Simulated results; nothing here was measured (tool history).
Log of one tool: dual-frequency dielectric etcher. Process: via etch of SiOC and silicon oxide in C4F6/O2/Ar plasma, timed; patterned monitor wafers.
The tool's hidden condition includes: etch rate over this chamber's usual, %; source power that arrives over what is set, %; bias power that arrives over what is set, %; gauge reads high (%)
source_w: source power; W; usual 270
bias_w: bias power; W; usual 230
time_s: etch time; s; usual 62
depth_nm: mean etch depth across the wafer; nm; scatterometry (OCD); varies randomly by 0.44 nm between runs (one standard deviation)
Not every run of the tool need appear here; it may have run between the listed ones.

run	hour	source_w	bias_w	time_s	wafers since the last listed run	hours since the last wet clean	hours since the last source power generator calibration	hours since the last bias power generator calibration	hours since the last upper electrode change	hours since the gauge calibration	read-back reference wafer on the same gauge, depth_nm	depth_nm
1	0	270	230	74.5	0	430.9	3922.2	2169.9	4583.9	15.7	62.2	82.2
2	14.3	270	230	74.5	228	445.2	3936.5	2184.2	4598.2	30	62.2	82.1
3	28.7	270	230	74.5	230	459.6	3950.9	2198.6	4612.6	44.4	62.2	82
# hour 58.6: wet clean of the chamber
# hour 59.1: upper electrode replaced
4	59.6	270	208	62	102	1	3981.8	2229.5	0.5	75.3	62.2	67.7
5	60	270	271	62	6	1.4	3982.2	2229.9	0.9	75.7	62.2	71
6	69.4	270	271	62	150	10.8	3991.6	2239.3	10.3	85.1	62.2	71.8
7	81.8	270	271	62	198	23.2	4004	2251.7	22.7	97.5	62.2	71.4
# hour 92.9: source power generator calibrated
8	97.3	270	230	74.5	184	38.7	4.4	2267.2	38.2	113	62.2	82.5
9	111.6	270	247	52	228	53	18.7	2281.5	52.5	127.3	62.1	58.1
# hour 111.9: gauge calibrated
# hour 124.9: bias power generator calibrated
10	128	270	210	62	198	69.4	35.1	3.1	68.9	16.1	62.1	67.2
11	139.6	270	230	62	185	81	46.7	14.7	80.5	27.7	62.2	68.7
12	153.4	270	230	62	220	94.8	60.5	28.5	94.3	41.5	62.2	68.8
13	169.7	300	230	62	261	111.1	76.8	44.8	110.6	57.8	62.1	71.2
14	175.8	270	275	62	97	117.2	82.9	50.9	116.7	63.9	62.2	71.5
15	190.5	200	271	62	235	131.9	97.6	65.6	131.4	78.6	62.2	65.7

Hidden condition of the tool, last listed run before each entry between runs versus first listed run after:
Logged between run 3 and run 4: wet clean of the chamber (hour 58.6); upper electrode replaced (hour 59.1)
  nothing in the hidden state changes from one run to the other
Logged between run 7 and run 8: source power generator calibrated (hour 92.9)
  nothing in the hidden state changes from one run to the other
Logged between run 9 and run 10: gauge calibrated (hour 111.9); bias power generator calibrated (hour 124.9)
  nothing in the hidden state changes from one run to the other
